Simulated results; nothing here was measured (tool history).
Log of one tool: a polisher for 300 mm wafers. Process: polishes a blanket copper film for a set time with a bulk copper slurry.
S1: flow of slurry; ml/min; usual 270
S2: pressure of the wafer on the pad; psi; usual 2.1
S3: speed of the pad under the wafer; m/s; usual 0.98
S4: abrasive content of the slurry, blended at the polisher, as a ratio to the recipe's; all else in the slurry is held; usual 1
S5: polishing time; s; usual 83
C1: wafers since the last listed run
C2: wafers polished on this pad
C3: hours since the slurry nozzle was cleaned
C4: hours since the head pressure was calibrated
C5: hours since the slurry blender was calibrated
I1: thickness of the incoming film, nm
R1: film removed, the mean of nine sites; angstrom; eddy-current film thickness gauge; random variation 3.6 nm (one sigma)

run 1 hour=0 | S1=270 S2=2.1 S3=0.98 S4=1 S5=83 | C1=0 C2=241 C3=602.3 C4=632.3 C5=7.9 | I1=2063.6 | R1=5523
run 2 hour=8.9 | S1=270 S2=2.1 S3=0.98 S4=1 S5=83 | C1=57 C2=299 C3=611.2 C4=641.2 C5=16.8 | I1=2060.2 | R1=5520
run 3 hour=22.5 | S1=245 S2=2.1 S3=0.98 S4=0.9 S5=83 | C1=87 C2=387 C3=624.8 C4=654.8 C5=30.4 | I1=2077.8 | R1=5287
run 4 hour=42.3 | S1=245 S2=2.1 S3=0.98 S4=0.9 S5=83 | C1=127 C2=515 C3=644.6 C4=674.6 C5=50.2 | I1=2135.1 | R1=5232
run 5 hour=54 | S1=245 S2=2.1 S3=0.98 S4=0.9 S5=83 | C1=75 C2=590 C3=656.3 C4=686.3 C5=61.9 | I1=2102.1 | R1=5229
run 6 hour=60 | S1=270 S2=2.1 S3=0.98 S4=0.8 S5=83 | C1=38 C2=629 C3=662.3 C4=692.3 C5=67.9 | I1=2095.7 | R1=5073
run 7 hour=68.1 | S1=270 S2=2.1 S3=0.98 S4=0.8 S5=83 | C1=52 C2=681 C3=670.4 C4=700.4 C5=76 | I1=2089.4 | R1=5086
run 8 hour=79.3 | S1=270 S2=2.1 S3=0.98 S4=1 S5=83 | C1=72 C2=754 C3=681.6 C4=711.6 C5=87.2 | I1=2105 | R1=5296
run 9 hour=86.1 | S1=270 S2=1.9 S3=1.08 S4=1 S5=83 | C1=43 C2=798 C3=688.4 C4=718.4 C5=94 | I1=2083 | R1=5212
run 10 hour=95.9 | S1=270 S2=2.1 S3=0.98 S4=1 S5=83 | C1=63 C2=861 C3=698.2 C4=728.2 C5=103.8 | I1=2109.8 | R1=5223
-- hour=105 worn pad replaced by a new one
-- hour=106.8 slurry nozzle cleaned
run 11 hour=111.7 | S1=200 S2=2.1 S3=0.98 S4=0.85 S5=83 | C1=69 C2=36 C3=4.9 C4=744 C5=119.6 | I1=2132.1 | R1=5281
-- hour=114 head pressure recalibrated
run 12 hour=124.5 | S1=270 S2=2.7 S3=1.2 S4=1 S5=61 | C1=69 C2=106 C3=17.7 C4=10.5 C5=132.4 | I1=2066.4 | R1=6400
-- hour=163.1 slurry blender recalibrated
run 13 hour=163.6 | S1=200 S2=2.1 S3=0.98 S4=0.85 S5=83 | C1=239 C2=346 C3=56.8 C4=49.6 C5=0.5 | I1=2084.6 | R1=5212
run 14 hour=173.2 | S1=185 S2=2.1 S3=0.98 S4=0.9 S5=83 | C1=62 C2=408 C3=66.4 C4=59.2 C5=10.1 | I1=2090.2 | R1=5204
run 15 hour=186.3 | S1=185 S2=1.9 S3=0.98 S4=1 S5=103 | C1=84 C2=492 C3=79.5 C4=72.3 C5=23.2 | I1=2092.1 | R1=6058
run 16 hour=192.3 | S1=325 S2=2.1 S3=0.98 S4=1 S5=105 | C1=38 C2=531 C3=85.5 C4=78.3 C5=29.2 | I1=2085.7 | R1=6874
run 17 hour=205.6 | S1=180 S2=1.4 S3=0.86 S4=0.8 S5=83 | C1=85 C2=617 C3=98.8 C4=91.6 C5=42.5 | I1=2058.7 | R1=2940
run 18 hour=220.1 | S1=270 S2=2.1 S3=0.98 S4=1 S5=83 | C1=93 C2=711 C3=113.3 C4=106.1 C5=57 | I1=2048.9 | R1=5384
run 19 hour=227.4 | S1=225 S2=2.1 S3=0.84 S4=1.1 S5=108 | C1=47 C2=758 C3=120.6 C4=113.4 C5=64.3 | I1=2093.7 | R1=6052

4 ways to go on from here, each from the tool as it stands after run 19. What would each give?
run A hour=227.8 | S1=270 S2=2.1 S3=0.98 S4=1 S5=83 | C1=2 C2=761 C3=121 C4=113.8 C5=64.7 | I1=2065.9 | R1=?
run B hour=227.8 | S1=305 S2=2.1 S3=0.74 S4=0.8 S5=62 | C1=2 C2=761 C3=121 C4=113.8 C5=64.7 | I1=2065.9 | R1=?
run C hour=227.8 | S1=270 S2=2.1 S3=0.86 S4=1 S5=63 | C1=2 C2=761 C3=121 C4=113.8 C5=64.7 | I1=2065.9 | R1=?
run D hour=227.8 | S1=360 S2=1.9 S3=1.1 S4=1.15 S5=83 | C1=2 C2=761 C3=121 C4=113.8 C5=64.7 | I1=2065.9 | R1=?

run=A R1=5303
run=B R1=2856
run=C R1=3533
run=D R1=5662
Without the tool's hidden state the same runs would have given:
run=A R1=5527
run=B R1=2976
run=C R1=3681
run=D R1=5901
